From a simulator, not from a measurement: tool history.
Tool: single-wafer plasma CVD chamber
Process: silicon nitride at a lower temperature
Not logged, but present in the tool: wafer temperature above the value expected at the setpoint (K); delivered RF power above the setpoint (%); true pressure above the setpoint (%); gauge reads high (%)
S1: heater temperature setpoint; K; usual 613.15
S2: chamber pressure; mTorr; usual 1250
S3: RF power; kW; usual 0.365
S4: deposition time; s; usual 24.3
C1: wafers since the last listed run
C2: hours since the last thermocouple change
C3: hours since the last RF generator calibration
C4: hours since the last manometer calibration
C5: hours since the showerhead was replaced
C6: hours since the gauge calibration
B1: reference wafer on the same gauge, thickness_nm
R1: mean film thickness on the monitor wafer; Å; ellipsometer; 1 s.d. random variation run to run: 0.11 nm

Run 1, day 0: usual settings; C1 0; C2 234.8; C3 2006.8; C4 109.3; C5 7665.3; C6 980.6; B1 34.097. Result: R1 338.59 Å.
Run 2, day 1.508: usual settings; C1 507; C2 271; C3 2043; C4 145.5; C5 7701.5; C6 1016.8; B1 34.07. Result: R1 338.46 Å.
Run 3, day 4.254: usual settings; C1 923; C2 336.9; C3 2108.9; C4 211.4; C5 7767.4; C6 1082.7; B1 34.114. Result: R1 336.35 Å.
Run 4, day 6.712: usual settings but S2 1030 mTorr; C1 826; C2 395.9; C3 2167.9; C4 270.4; C5 7826.4; C6 1141.7; B1 34.084. Result: R1 322.41 Å.
Run 5, day 8.946: usual settings but S2 1030 mTorr; C1 751; C2 449.5; C3 2221.5; C4 324; C5 7880; C6 1195.3; B1 34.106. Result: R1 323.31 Å.
At day 9.554: RF generator calibrated.
Run 6, day 11.079: usual settings but S1 603.15 K, S2 1030 mTorr, S3 0.32 kW, S4 28 s; C1 605; C2 500.7; C3 36.6; C4 375.2; C5 7931.2; C6 1246.5; B1 34.1. Result: R1 348.78 Å.
Run 7, day 14.046: usual settings but S1 626.15 K, S2 1510 mTorr, S3 0.41 kW, S4 19.8 s; C1 997; C2 571.9; C3 107.8; C4 446.4; C5 8002.4; C6 1317.7; B1 34.09. Result: R1 316.77 Å.
Run 8, day 16.083: usual settings but S4 20.7 s; C1 685; C2 620.8; C3 156.7; C4 495.3; C5 8051.3; C6 1366.6; B1 34.104. Result: R1 293.9 Å.
Run 9, day 19.142: usual settings but S1 621.15 K, S3 0.4 kW; C1 1028; C2 694.2; C3 230.1; C4 568.7; C5 8124.7; C6 1440; B1 34.102. Result: R1 366.32 Å.
Run 10, day 23.417: usual settings; C1 1437; C2 796.8; C3 332.7; C4 671.3; C5 8227.3; C6 1542.6; B1 34.065. Result: R1 341.53 Å.
At day 23.854: showerhead replaced.
Run 11, day 26.867: usual settings; C1 1048; C2 879.6; C3 415.5; C4 754.1; C5 72.3; C6 1625.4; B1 34.095. Result: R1 343.34 Å.
Run 12, day 30.479: usual settings but S2 1120 mTorr, S4 27.8 s; C1 1215; C2 966.3; C3 502.2; C4 840.8; C5 159; C6 1712.1; B1 34.105. Result: R1 382.78 Å.
Run 13, day 33.012: usual settings; C1 852; C2 1027.1; C3 563; C4 901.6; C5 219.8; C6 1772.9; B1 34.108. Result: R1 341.52 Å.
Run 14, day 35.412: usual settings but S1 618.15 K, S4 27.6 s; C1 807; C2 1084.7; C3 620.6; C4 959.2; C5 277.4; C6 1830.5; B1 34.111. Result: R1 388.16 Å.
Run 15, day 37.804: usual settings but S2 990 mTorr, S3 0.385 kW, S4 22.5 s; C1 804; C2 1142.1; C3 678; C4 1016.6; C5 334.8; C6 1887.9; B1 34.134. Result: R1 313.66 Å.
At day 41.188: thermocouple changed; heater temperature recalibrated.
Run 16, day 41.475: usual settings but S1 608.15 K, S3 0.415 kW; C1 1122; C2 6.9; C3 766.1; C4 1104.7; C5 422.9; C6 1976; B1 34.082. Result: R1 372.61 Å.
Run 17, day 45.438: usual settings but S1 618.15 K, S3 0.3 kW, S4 28.8 s; C1 1332; C2 102; C3 861.2; C4 1199.8; C5 518; C6 2071.1; B1 34.081. Result: R1 350.82 Å.
Run 18, day 47.942: usual settings; C1 842; C2 162.1; C3 921.3; C4 1259.9; C5 578.1; C6 2131.2; B1 34.073. Result: R1 340.3 Å.
At day 50.325: gauge calibrated.
Run 19, day 55.588: usual settings; C1 2571; C2 345.6; C3 1104.8; C4 1443.4; C5 761.6; C6 126.3; B1 34.1. Result: R1 339.4 Å.
Run 20, day 57.154: usual settings; C1 526; C2 383.2; C3 1142.4; C4 1481; C5 799.2; C6 163.9; B1 34.098. Result: R1 340.7 Å.
Run 21, day 59.983: usual settings; C1 951; C2 451.1; C3 1210.3; C4 1548.9; C5 867.1; C6 231.8; B1 34.081. Result: R1 340.99 Å.
Run 22, day 61.7: usual settings but S1 618.15 K, S3 0.335 kW; C1 577; C2 492.3; C3 1251.5; C4 1590.1; C5 908.3; C6 273; B1 34.125. Result: R1 318.3 Å.
Run 23, day 64.604: usual settings; C1 976; C2 562; C3 1321.2; C4 1659.8; C5 978; C6 342.7; B1 34.114. Result: R1 339.75 Å.
Run 24, day 66.504: usual settings but S4 28.3 s; C1 639; C2 607.6; C3 1366.8; C4 1705.4; C5 1023.6; C6 388.3; B1 34.116. Result: R1 395.12 Å.
Run 25, day 69.788: usual settings but S2 1540 mTorr, S4 26.8 s; C1 1104; C2 686.4; C3 1445.6; C4 1784.2; C5 1102.4; C6 467.1; B1 34.091. Result: R1 392.77 Å.
Run 26, day 72.8: usual settings but S1 602.15 K, S2 1130 mTorr, S3 0.32 kW, S4 22.3 s; C1 1013; C2 758.7; C3 1517.9; C4 1856.5; C5 1174.7; C6 539.4; B1 34.109. Result: R1 276.52 Å.
Run 27, day 74.938: usual settings but S3 0.425 kW; C1 718; C2 810; C3 1569.2; C4 1907.8; C5 1226; C6 590.7; B1 34.101. Result: R1 375.05 Å.
Run 28, day 76.488: usual settings but S4 26.2 s; C1 521; C2 847.2; C3 1606.4; C4 1945; C5 1263.2; C6 627.9; B1 34.082. Result: R1 364.23 Å.

Each row is a separate what-if for the run after 28, all from the same tool condition, not one after another. Results?
Run A, day 76.504: usual settings; C1 5; C2 847.6; C3 1606.8; C4 1945.4; C5 1263.6; C6 628.3; B1 ?. Result: R1 ?.
Run B, day 76.504: usual settings but S1 602.15 K; C1 5; C2 847.6; C3 1606.8; C4 1945.4; C5 1263.6; C6 628.3; B1 ?. Result: R1 ?.
Run C, day 76.504: usual settings but S2 1350 mTorr, S4 26.8 s; C1 5; C2 847.6; C3 1606.8; C4 1945.4; C5 1263.6; C6 628.3; B1 ?. Result: R1 ?.
Run D, day 76.504: usual settings but S4 28.1 s; C1 5; C2 847.6; C3 1606.8; C4 1945.4; C5 1263.6; C6 628.3; B1 ?. Result: R1 ?.

run      B1      R1
  A  34.121  337.56
  B  34.121  338.74
  C  34.121  378.59
  D  34.121  390.22
Stripped of hidden state, with their random variation kept, the same runs would have yielded:
run      R1
  A  345.41
  B  346.62
  C   387.4
  D   399.3
